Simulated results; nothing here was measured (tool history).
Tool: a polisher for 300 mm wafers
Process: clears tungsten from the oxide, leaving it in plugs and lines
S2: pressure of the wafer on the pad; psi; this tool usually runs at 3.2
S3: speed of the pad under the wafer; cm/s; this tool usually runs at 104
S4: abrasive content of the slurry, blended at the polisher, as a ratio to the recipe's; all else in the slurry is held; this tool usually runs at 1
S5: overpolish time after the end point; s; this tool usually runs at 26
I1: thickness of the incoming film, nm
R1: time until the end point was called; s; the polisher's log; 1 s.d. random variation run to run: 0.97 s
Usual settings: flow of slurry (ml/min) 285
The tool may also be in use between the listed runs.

{"run": 1, "hour": 0.0, "flow of slurry (ml/min)": 285, "S2": 3.2, "S3": 104, "S4": 1, "S5": 17, "I1": 291.4, "R1": 76.4}
{"run": 2, "hour": 55.8, "flow of slurry (ml/min)": 285, "S2": 3.2, "S3": 104, "S4": 1, "S5": 26, "I1": 294.9, "R1": 77.2}
{"run": 3, "hour": 117.5, "flow of slurry (ml/min)": 285, "S2": 3.2, "S3": 104, "S4": 1, "S5": 26, "I1": 297.3, "R1": 78.4}
{"run": 4, "hour": 180.6, "flow of slurry (ml/min)": 285, "S2": 3.2, "S3": 88, "S4": 1, "S5": 26, "I1": 291.8, "R1": 88.5}
{"run": 5, "hour": 271.5, "flow of slurry (ml/min)": 285, "S2": 3.2, "S3": 88, "S4": 1, "S5": 26, "I1": 295.6, "R1": 93}
{"hour": 304.6, "done": "slurry tank refilled with fresh slurry and peroxide"}
{"run": 6, "hour": 356.1, "flow of slurry (ml/min)": 285, "S2": 3.2, "S3": 118, "S4": 1, "S5": 26, "I1": 294.2, "R1": 63.7}
{"run": 7, "hour": 408.5, "flow of slurry (ml/min)": 285, "S2": 3.2, "S3": 122, "S4": 1.1, "S5": 15, "I1": 293.3, "R1": 61}
{"hour": 441.2, "done": "worn pad replaced by a new one"}
{"run": 8, "hour": 474.0, "flow of slurry (ml/min)": 285, "S2": 3.2, "S3": 104, "S4": 1, "S5": 26, "I1": 293.7, "R1": 73.8}
{"hour": 480.7, "done": "slurry blender recalibrated"}
{"run": 9, "hour": 570.2, "flow of slurry (ml/min)": 285, "S2": 3.8, "S3": 104, "S4": 1.15, "S5": 14, "I1": 293.3, "R1": 61.6}
{"hour": 624.1, "done": "slurry nozzle cleaned"}
{"run": 10, "hour": 640.9, "flow of slurry (ml/min)": 240, "S2": 4.3, "S3": 104, "S4": 1.25, "S5": 30, "I1": 294.6, "R1": 56}
{"run": 11, "hour": 703.1, "flow of slurry (ml/min)": 285, "S2": 2.4, "S3": 104, "S4": 1, "S5": 19, "I1": 296.4, "R1": 96.9}
{"run": 12, "hour": 920.2, "flow of slurry (ml/min)": 285, "S2": 3.8, "S3": 132, "S4": 0.8, "S5": 38, "I1": 294.3, "R1": 54.6}
{"hour": 992.3, "done": "slurry tank refilled with fresh slurry and peroxide"}
{"hour": 1023.1, "done": "head pressure recalibrated"}
{"run": 13, "hour": 1032.7, "flow of slurry (ml/min)": 285, "S2": 2.6, "S3": 104, "S4": 1, "S5": 35, "I1": 298.4, "R1": 94.3}
{"run": 14, "hour": 1080.6, "flow of slurry (ml/min)": 285, "S2": 3.2, "S3": 138, "S4": 1.1, "S5": 26, "I1": 296, "R1": 59.6}
{"hour": 1137.8, "done": "slurry blender recalibrated"}
{"run": 15, "hour": 1145.8, "flow of slurry (ml/min)": 350, "S2": 3.2, "S3": 104, "S4": 1, "S5": 26, "I1": 292.6, "R1": 76.7}
{"hour": 1185.0, "done": "worn pad replaced by a new one"}
{"run": 16, "hour": 1251.2, "flow of slurry (ml/min)": 285, "S2": 3.2, "S3": 104, "S4": 1, "S5": 26, "I1": 292.9, "R1": 76}
{"hour": 1327.6, "done": "slurry nozzle cleaned"}
{"run": 17, "hour": 1357.7, "flow of slurry (ml/min)": 250, "S2": 3.2, "S3": 104, "S4": 1, "S5": 26, "I1": 295, "R1": 79.5}
{"run": 18, "hour": 1435.9, "flow of slurry (ml/min)": 250, "S2": 4.3, "S3": 86, "S4": 0.75, "S5": 26, "I1": 296.6, "R1": 73.9}
{"run": 19, "hour": 1529.1, "flow of slurry (ml/min)": 285, "S2": 3.2, "S3": 104, "S4": 1, "S5": 26, "I1": 295.2, "R1": 77.2}
{"hour": 1651.6, "done": "slurry tank refilled with fresh slurry and peroxide"}
{"run": 20, "hour": 1743.9, "flow of slurry (ml/min)": 285, "S2": 3.6, "S3": 104, "S4": 1, "S5": 30, "I1": 294.7, "R1": 64.2}
{"run": 21, "hour": 1827.7, "flow of slurry (ml/min)": 285, "S2": 3.2, "S3": 104, "S4": 1, "S5": 26, "I1": 295.4, "R1": 73.9}
{"hour": 1901.9, "done": "slurry blender recalibrated"}
{"run": 22, "hour": 1919.8, "flow of slurry (ml/min)": 285, "S2": 3.2, "S3": 104, "S4": 1, "S5": 20, "I1": 289.8, "R1": 71.6}
{"hour": 1932.0, "done": "worn pad replaced by a new one"}
{"run": 23, "hour": 2007.1, "flow of slurry (ml/min)": 285, "S2": 3.2, "S3": 104, "S4": 1, "S5": 26, "I1": 290.3, "R1": 73.4}
{"run": 24, "hour": 2082.1, "flow of slurry (ml/min)": 285, "S2": 3.2, "S3": 104, "S4": 1.2, "S5": 26, "I1": 290.9, "R1": 71.7}
{"hour": 2149.7, "done": "slurry nozzle cleaned"}
{"run": 25, "hour": 2176.1, "flow of slurry (ml/min)": 285, "S2": 3.2, "S3": 104, "S4": 1.3, "S5": 15, "I1": 291.3, "R1": 72.3}
{"run": 26, "hour": 2239.4, "flow of slurry (ml/min)": 285, "S2": 4.1, "S3": 134, "S4": 1, "S5": 26, "I1": 291.2, "R1": 47.2}

Predict each of these 4 candidate next runs independently; none follows another, all start after run 26:
{"run": "A", "hour": 2239.9, "flow of slurry (ml/min)": 285, "S2": 3.2, "S3": 134, "S4": 1, "S5": 26, "I1": 299.9, "R1": "?"}
{"run": "B", "hour": 2239.9, "flow of slurry (ml/min)": 380, "S2": 3.2, "S3": 104, "S4": 1, "S5": 36, "I1": 299.9, "R1": "?"}
{"run": "C", "hour": 2239.9, "flow of slurry (ml/min)": 330, "S2": 3.2, "S3": 104, "S4": 1, "S5": 26, "I1": 299.9, "R1": "?"}
{"run": "D", "hour": 2239.9, "flow of slurry (ml/min)": 285, "S2": 2.5, "S3": 104, "S4": 0.8, "S5": 38, "I1": 299.9, "R1": "?"}

run=A R1=61.6
run=B R1=75.4
run=C R1=76.3
run=D R1=100.3
The same runs, with their run-to-run variation unchanged, on a tool lacking any hidden condition would have given:
run=A R1=61
run=B R1=74.6
run=C R1=75.5
run=D R1=99.2
